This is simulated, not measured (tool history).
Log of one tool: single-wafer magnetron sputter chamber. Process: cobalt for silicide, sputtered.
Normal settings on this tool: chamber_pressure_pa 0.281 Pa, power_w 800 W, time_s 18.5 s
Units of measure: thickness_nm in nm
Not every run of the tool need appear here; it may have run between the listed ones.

run   hour  chamber_pressure_pa  power_w  time_s  wafers since the last listed run  wafers on the sputter target  hours since the last manometer calibration  hours since the magnet pack was replaced  hours since the gauge calibration  read-back reference wafer on the same gauge, thickness_nm  thickness_nm
  1    0.0                0.281      950    18.5                                 0                          1478                                      2798.0                                   10522.5                              332.3                                                      8.331         8.620
  2   34.8                0.281      950    18.5                              1021                          2499                                      2832.8                                   10557.3                              367.1                                                      8.328         8.543
      35.9  -- gauge calibrated
      64.8  -- sputter target and shields replaced
  3   65.3                0.281      950    18.5                               660                            14                                      2863.3                                   10587.8                               29.4                                                      8.329         8.660
  4   92.3                0.281      900    18.5                               792                           807                                      2890.3                                   10614.8                               56.4                                                      8.330         8.164
  5  123.1                0.281      900    18.5                               904                          1711                                      2921.1                                   10645.6                               87.2                                                      8.331         8.136
  6  144.1                0.281      800    18.5                               616                          2327                                      2942.1                                   10666.6                              108.2                                                      8.330         7.220
  7  176.4                0.281      800    18.5                               948                          3276                                      2974.4                                   10698.9                              140.5                                                      8.328         7.099
     201.7  -- sputter target and shields replaced
  8  202.6                0.281      650    18.5                               534                            27                                      3000.6                                   10725.1                              166.7                                                      8.332         5.894
     212.9  -- capacitance manometer re-zeroed and calibrated
     219.8  -- magnet pack replaced
  9  237.1                0.281      650    18.5                               577                           604                                        24.2                                      17.3                              201.2                                                      8.329         5.908
 10  249.5                0.281      950    17.5                               364                           968                                        36.6                                      29.7                              213.6                                                      8.329         8.166
 11  274.9                0.281      800    18.5                               745                          1714                                        62.0                                      55.1                              239.0                                                      8.332         7.205
 12  292.4                0.185      800    18.5                               513                          2227                                        79.5                                      72.6                              256.5                                                      8.330         7.550
     322.2  -- sputter target and shields replaced
 13  322.7                0.391      900    18.5                               654                            16                                       109.8                                     102.9                              286.8                                                      8.330         7.738
 14  336.0                0.281      800    18.5                               390                           406                                       123.1                                     116.2                              300.1                                                      8.329         7.258
 15  354.8                0.281      800    20.0                               551                           958                                       141.9                                     135.0                              318.9                                                      8.331         7.885
 16  384.9                0.228      650    15.5                               883                          1842                                       172.0                                     165.1                              349.0                                                      8.330         5.066
 17  417.0                0.281      800    18.5                               942                          2784                                       204.1                                     197.2                              381.1                                                      8.331         7.151
 18  445.1                0.379      850    21.8                               825                          3609                                       232.2                                     225.3                              409.2                                                      8.330         8.428
     450.9  -- gauge calibrated
     454.6  -- sputter target and shields replaced
 19  458.5                0.281      800    18.5                               158                           115                                       245.6                                     238.7                                7.6                                                      8.328         7.305
 20  524.7                0.281      900    18.5                              1943                          2059                                       311.8                                     304.9                               73.8                                                      8.331         8.116
 21  539.3                0.380      850    20.1                               428                          2487                                       326.4                                     319.5                               88.4                                                      8.329         7.907
 22  564.6                0.393      700    15.1                               742                          3230                                       351.7                                     344.8                              113.7                                                      8.329         4.788
     582.5  -- sputter target and shields replaced
 23  599.2                0.197      800    17.5                               780                           489                                       386.3                                     379.4                              148.3                                                      8.327         7.214

Exercise: give the hidden state of the tool at every run:
true argon pressure above the setpoint (%): 0 in every run
gauge reads high (%): 0 in every run
H1: deposition rate above that of a new target (%)
run       H1
  1   -0.511
  2    -1.43
  3   -0.168
  4   -0.316
  5   -0.833
  6     -1.4
  7    -2.61
  8   -0.314
  9    -0.56
 10   -0.762
 11    -1.36
 12    -1.93
 13  -0.0345
 14   -0.072
 15   -0.243
 16   -0.805
 17     -1.8
 18    -2.99
 19   -0.128
 20    -1.09
 21    -1.53
 22     -2.5
 23  -0.0734

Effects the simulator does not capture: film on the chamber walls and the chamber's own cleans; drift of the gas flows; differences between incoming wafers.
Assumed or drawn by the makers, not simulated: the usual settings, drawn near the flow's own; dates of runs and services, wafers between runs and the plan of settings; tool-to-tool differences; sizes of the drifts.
